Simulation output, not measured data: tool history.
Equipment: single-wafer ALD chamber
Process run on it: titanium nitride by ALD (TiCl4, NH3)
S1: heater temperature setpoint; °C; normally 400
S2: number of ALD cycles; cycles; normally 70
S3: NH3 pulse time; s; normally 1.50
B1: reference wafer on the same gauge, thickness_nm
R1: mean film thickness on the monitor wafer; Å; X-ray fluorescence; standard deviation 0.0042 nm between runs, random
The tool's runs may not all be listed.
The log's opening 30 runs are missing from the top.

run,hour,S1,S2,S3,B1,R1
31,858.1,400,70,1.50,1.395,17.05
32,873.7,407,82,1.67,1.397,20.18
33,892.5,409,59,1.85,1.397,14.53
34,926.8,400,70,1.50,1.397,17.08
35,960.8,387,70,1.16,1.397,16.45
36,990.5,400,70,2.09,1.396,17.38
37,1021.1,400,74,1.50,1.397,18.05
38,1035.5,414,70,1.50,1.397,17.20
39,1066.4,400,60,1.50,1.398,14.65

Branching from run 39: 5 alternative next runs. What would each branch give?
A,1066.9,400,70,1.85,?,?
B,1066.9,387,59,1.28,?,?
C,1066.9,391,70,1.50,?,?
D,1066.9,400,76,1.90,?,?
E,1066.9,411,82,1.77,?,?

run,B1,R1
A,1.398,17.25
B,1.398,13.96
C,1.398,16.87
D,1.398,18.75
E,1.398,20.27
Stripped of hidden state, with their random variation kept, the same runs would have yielded:
run,R1
A,17.03
B,13.79
C,16.65
D,18.52
E,20.02
